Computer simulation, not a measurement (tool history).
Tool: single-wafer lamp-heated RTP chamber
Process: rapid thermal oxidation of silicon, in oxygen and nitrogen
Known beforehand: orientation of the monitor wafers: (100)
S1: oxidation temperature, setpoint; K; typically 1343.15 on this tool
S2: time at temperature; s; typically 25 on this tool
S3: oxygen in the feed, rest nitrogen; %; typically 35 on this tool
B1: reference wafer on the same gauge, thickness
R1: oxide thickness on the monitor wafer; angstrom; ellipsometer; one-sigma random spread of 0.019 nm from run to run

{"run": 1, "hour": 0.0, "S1": 1329.15, "S2": 25, "S3": 21, "B1": 3.85, "R1": 36.17}
{"run": 2, "hour": 31.3, "S1": 1329.15, "S2": 25, "S3": 21, "B1": 3.841, "R1": 35.93}
{"run": 3, "hour": 92.1, "S1": 1343.15, "S2": 25, "S3": 35, "B1": 3.853, "R1": 45.79}
{"run": 4, "hour": 135.4, "S1": 1343.15, "S2": 25, "S3": 35, "B1": 3.846, "R1": 45.83}
{"run": 5, "hour": 164.2, "S1": 1343.15, "S2": 25, "S3": 35, "B1": 3.852, "R1": 45.86}
{"run": 6, "hour": 210.1, "S1": 1343.15, "S2": 25, "S3": 35, "B1": 3.85, "R1": 45.95}
{"run": 7, "hour": 276.3, "S1": 1343.15, "S2": 25, "S3": 35, "B1": 3.853, "R1": 45.84}
{"run": 8, "hour": 301.5, "S1": 1343.15, "S2": 25, "S3": 35, "B1": 3.851, "R1": 46.05}
{"run": 9, "hour": 351.7, "S1": 1343.15, "S2": 25, "S3": 35, "B1": 3.858, "R1": 45.89}
{"run": 10, "hour": 409.1, "S1": 1343.15, "S2": 25, "S3": 35, "B1": 3.846, "R1": 45.86}
{"run": 11, "hour": 440.0, "S1": 1343.15, "S2": 25, "S3": 35, "B1": 3.842, "R1": 45.65}
{"run": 12, "hour": 475.1, "S1": 1343.15, "S2": 25, "S3": 21, "B1": 3.85, "R1": 39.1}
{"run": 13, "hour": 578.9, "S1": 1331.15, "S2": 17, "S3": 25, "B1": 3.85, "R1": 33.4}
{"run": 14, "hour": 755.4, "S1": 1323.15, "S2": 33, "S3": 35, "B1": 3.846, "R1": 45.44}
{"run": 15, "hour": 785.4, "S1": 1313.15, "S2": 17, "S3": 27, "B1": 3.847, "R1": 30.84}
{"run": 16, "hour": 819.2, "S1": 1343.15, "S2": 13, "S3": 18, "B1": 3.85, "R1": 29.87}
{"run": 17, "hour": 983.8, "S1": 1343.15, "S2": 25, "S3": 35, "B1": 3.853, "R1": 45.83}
{"run": 18, "hour": 1011.1, "S1": 1343.15, "S2": 18, "S3": 35, "B1": 3.852, "R1": 40.32}
{"run": 19, "hour": 1125.5, "S1": 1320.15, "S2": 25, "S3": 35, "B1": 3.853, "R1": 39.3}

Not shown: 4 entries that the log had between the listed runs. Between which runs, and how does the tool's hidden state differ before and after?
Logged between run 2 and run 3: pyrometer window cleaned and pyrometer calibrated (hour 72.4)
  no hidden state differs between the two runs
Logged between run 11 and run 12: gauge calibrated (hour 441.7); oxygen flow controller replaced (hour 474.6)
  no hidden state differs between the two runs
Logged between run 16 and run 17: pyrometer window cleaned and pyrometer calibrated (hour 829.9)
  no hidden state differs between the two runs
